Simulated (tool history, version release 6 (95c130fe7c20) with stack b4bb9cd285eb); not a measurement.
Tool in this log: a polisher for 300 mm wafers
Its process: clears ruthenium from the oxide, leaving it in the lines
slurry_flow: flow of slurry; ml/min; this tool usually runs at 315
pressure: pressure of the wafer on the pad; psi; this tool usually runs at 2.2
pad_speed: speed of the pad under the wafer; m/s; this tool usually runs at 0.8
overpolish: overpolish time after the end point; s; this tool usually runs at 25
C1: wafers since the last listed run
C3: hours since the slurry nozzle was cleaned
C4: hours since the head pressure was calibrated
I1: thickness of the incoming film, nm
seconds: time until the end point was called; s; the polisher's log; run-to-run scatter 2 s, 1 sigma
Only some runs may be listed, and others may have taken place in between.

run 1 hour=0 | slurry_flow=315 pressure=2.2 pad_speed=0.8 overpolish=25 | C1=0 wafers_polished_on_this_pad=2718 C3=44.1 C4=685.3 | I1=149.4 | seconds=143.3
run 2 hour=54.6 | slurry_flow=245 pressure=2.7 pad_speed=0.8 overpolish=25 | C1=393 wafers_polished_on_this_pad=3111 C3=98.7 C4=739.9 | I1=150.6 | seconds=130.1
run 3 hour=133.4 | slurry_flow=315 pressure=2.6 pad_speed=0.74 overpolish=25 | C1=567 wafers_polished_on_this_pad=3679 C3=177.5 C4=818.7 | I1=147.7 | seconds=140.7
-- hour=162.1 head pressure recalibrated
run 4 hour=202.3 | slurry_flow=315 pressure=2.2 pad_speed=0.8 overpolish=25 | C1=481 wafers_polished_on_this_pad=4161 C3=246.4 C4=40.2 | I1=147.5 | seconds=139.2
-- hour=337.5 worn pad replaced by a new one
run 5 hour=489 | slurry_flow=315 pressure=2.2 pad_speed=0.8 overpolish=25 | C1=2036 wafers_polished_on_this_pad=1091 C3=533.1 C4=326.9 | I1=153.1 | seconds=155.2
-- hour=505.6 slurry nozzle cleaned, repeated, since the last time left the tool worse
run 6 hour=584 | slurry_flow=315 pressure=2.2 pad_speed=0.8 overpolish=25 | C1=677 wafers_polished_on_this_pad=1768 C3=78.4 C4=421.9 | I1=147.2 | seconds=135.8
run 7 hour=675.8 | slurry_flow=315 pressure=2.2 pad_speed=0.8 overpolish=25 | C1=661 wafers_polished_on_this_pad=2429 C3=170.2 C4=513.7 | I1=149.2 | seconds=137.4
run 8 hour=759 | slurry_flow=315 pressure=2.2 pad_speed=0.8 overpolish=25 | C1=599 wafers_polished_on_this_pad=3029 C3=253.4 C4=596.9 | I1=152.6 | seconds=142.3
run 9 hour=833.5 | slurry_flow=315 pressure=2.2 pad_speed=0.8 overpolish=25 | C1=536 wafers_polished_on_this_pad=3565 C3=327.9 C4=671.4 | I1=152.3 | seconds=137.9
-- hour=865 head pressure recalibrated
run 10 hour=898.7 | slurry_flow=315 pressure=2.2 pad_speed=0.7 overpolish=25 | C1=455 wafers_polished_on_this_pad=4021 C3=393.1 C4=33.7 | I1=151 | seconds=159.2
run 11 hour=941.8 | slurry_flow=315 pressure=2.2 pad_speed=0.7 overpolish=25 | C1=310 wafers_polished_on_this_pad=4331 C3=436.2 C4=76.8 | I1=149.5 | seconds=158.8
-- hour=1001.4 worn pad replaced by a new one
run 12 hour=1014.1 | slurry_flow=315 pressure=2.5 pad_speed=0.8 overpolish=25 | C1=492 wafers_polished_on_this_pad=91 C3=508.5 C4=149.1 | I1=151.7 | seconds=128
run 13 hour=1107.6 | slurry_flow=315 pressure=2.2 pad_speed=1.06 overpolish=25 | C1=673 wafers_polished_on_this_pad=765 C3=602 C4=242.6 | I1=149.3 | seconds=103.7
run 14 hour=1189.4 | slurry_flow=315 pressure=2.6 pad_speed=0.74 overpolish=25 | C1=589 wafers_polished_on_this_pad=1354 C3=683.8 C4=324.4 | I1=152.5 | seconds=139.6
run 15 hour=1281.1 | slurry_flow=280 pressure=2.6 pad_speed=0.56 overpolish=40 | C1=660 wafers_polished_on_this_pad=2015 C3=775.5 C4=416.1 | I1=149.8 | seconds=179.1
run 16 hour=1348.4 | slurry_flow=365 pressure=2.2 pad_speed=0.8 overpolish=37 | C1=484 wafers_polished_on_this_pad=2499 C3=842.8 C4=483.4 | I1=150.1 | seconds=137.9
-- hour=1358.8 slurry nozzle cleaned
run 17 hour=1391.6 | slurry_flow=280 pressure=2.6 pad_speed=0.56 overpolish=40 | C1=303 wafers_polished_on_this_pad=2803 C3=32.8 C4=526.6 | I1=152.5 | seconds=181.4
run 18 hour=1440 | slurry_flow=315 pressure=1.6 pad_speed=0.62 overpolish=25 | C1=348 wafers_polished_on_this_pad=3152 C3=81.2 C4=575 | I1=151.3 | seconds=212.5
run 19 hour=1485.6 | slurry_flow=270 pressure=2.2 pad_speed=0.94 overpolish=12 | C1=328 wafers_polished_on_this_pad=3481 C3=126.8 C4=620.6 | I1=151.8 | seconds=120.2
-- hour=1573.5 head pressure recalibrated
run 20 hour=1577.4 | slurry_flow=315 pressure=2.2 pad_speed=0.8 overpolish=25 | C1=646 wafers_polished_on_this_pad=4127 C3=218.6 C4=3.9 | I1=151.5 | seconds=138.4
run 21 hour=1656.7 | slurry_flow=390 pressure=2.2 pad_speed=0.8 overpolish=36 | C1=571 wafers_polished_on_this_pad=4699 C3=297.9 C4=83.2 | I1=148.4 | seconds=132.8
run 22 hour=1700.1 | slurry_flow=315 pressure=2.2 pad_speed=0.8 overpolish=25 | C1=312 wafers_polished_on_this_pad=5011 C3=341.3 C4=126.6 | I1=151.4 | seconds=142.3
-- hour=1741.1 worn pad replaced by a new one
run 23 hour=1847.1 | slurry_flow=395 pressure=2.2 pad_speed=0.8 overpolish=25 | C1=1030 wafers_polished_on_this_pad=763 C3=488.3 C4=273.6 | I1=151.2 | seconds=135.7
run 24 hour=1904.8 | slurry_flow=225 pressure=2.2 pad_speed=0.8 overpolish=25 | C1=415 wafers_polished_on_this_pad=1179 C3=546 C4=331.3 | I1=151.8 | seconds=145.9
run 25 hour=1971 | slurry_flow=315 pressure=2.2 pad_speed=0.8 overpolish=30 | C1=476 wafers_polished_on_this_pad=1656 C3=612.2 C4=397.5 | I1=148.4 | seconds=135.8
run 26 hour=2022 | slurry_flow=315 pressure=2.2 pad_speed=0.8 overpolish=25 | C1=367 wafers_polished_on_this_pad=2023 C3=663.2 C4=448.5 | I1=150.4 | seconds=139.4
run 27 hour=2059 | slurry_flow=270 pressure=2.2 pad_speed=1.06 overpolish=34 | C1=266 wafers_polished_on_this_pad=2290 C3=700.2 C4=485.5 | I1=151.1 | seconds=109.7
run 28 hour=2134.4 | slurry_flow=400 pressure=2.7 pad_speed=0.66 overpolish=39 | C1=543 wafers_polished_on_this_pad=2833 C3=775.6 C4=560.9 | I1=150.3 | seconds=145
run 29 hour=2179.2 | slurry_flow=315 pressure=2.2 pad_speed=0.68 overpolish=25 | C1=322 wafers_polished_on_this_pad=3156 C3=820.4 C4=605.7 | I1=148.5 | seconds=160.2
-- hour=2225 slurry nozzle cleaned
run 30 hour=2272.9 | slurry_flow=315 pressure=2.2 pad_speed=0.8 overpolish=21 | C1=667 wafers_polished_on_this_pad=3823 C3=47.9 C4=699.4 | I1=150.9 | seconds=136.7
-- hour=2340.2 head pressure recalibrated
run 31 hour=2347.5 | slurry_flow=260 pressure=2.2 pad_speed=0.6 overpolish=25 | C1=522 wafers_polished_on_this_pad=4346 C3=122.5 C4=7.3 | I1=150.2 | seconds=186.8
-- hour=2383.4 worn pad replaced by a new one
run 32 hour=2391.6 | slurry_flow=370 pressure=3 pad_speed=1.06 overpolish=13 | C1=288 wafers_polished_on_this_pad=59 C3=166.6 C4=51.4 | I1=148.8 | seconds=84.6
run 33 hour=2491.2 | slurry_flow=315 pressure=2.6 pad_speed=0.66 overpolish=25 | C1=717 wafers_polished_on_this_pad=776 C3=266.2 C4=151 | I1=150.5 | seconds=149.6
run 34 hour=2533.3 | slurry_flow=270 pressure=2.2 pad_speed=0.8 overpolish=25 | C1=303 wafers_polished_on_this_pad=1079 C3=308.3 C4=193.1 | I1=151.7 | seconds=140.7
run 35 hour=2809.9 | slurry_flow=315 pressure=2.2 pad_speed=0.8 overpolish=25 | C1=1992 wafers_polished_on_this_pad=3072 C3=584.9 C4=469.7 | I1=152.8 | seconds=142

Pick out some run-to-run changes in seconds. Of each, how much would a tool without hidden state show as well, from the settings, what came in and chance, and how much is left for the hidden state and any gauge scatter not in both results compared?
The hidden state here: removal rate lost through wear of the pad, %; slurry flow missing at the pad, %; deviation of the head's pressure from its setpoint, %.
Run 4 -> 5: worn pad replaced by a new one. seconds +16 s: hidden state +3, all else +13.
Run 5 -> 6: slurry nozzle cleaned, repeated, since the last time left the tool worse. seconds -19.4 s: hidden state -10.5, all else -8.9.
Run 18 -> 19: slurry_flow 315 -> 270, pressure 1.6 -> 2.2, pad_speed 0.62 -> 0.94, overpolish 25 -> 12. seconds -92.3 s: hidden state +0, all else -92.3.
Run 29 -> 30: pad_speed 0.68 -> 0.8, overpolish 25 -> 21, slurry nozzle cleaned. seconds -23.5 s: hidden state -2.3, all else -21.2.
Run 31 -> 32: slurry_flow 260 -> 370, pressure 2.2 -> 3, pad_speed 0.6 -> 1.06, overpolish 25 -> 13, worn pad replaced by a new one. seconds -102.2 s: hidden state -0.4, all else -101.8.
Run 32 -> 33: slurry_flow 370 -> 315, pressure 3 -> 2.6, pad_speed 1.06 -> 0.66, overpolish 13 -> 25. seconds +65 s: hidden state +0.6, all else +64.4.
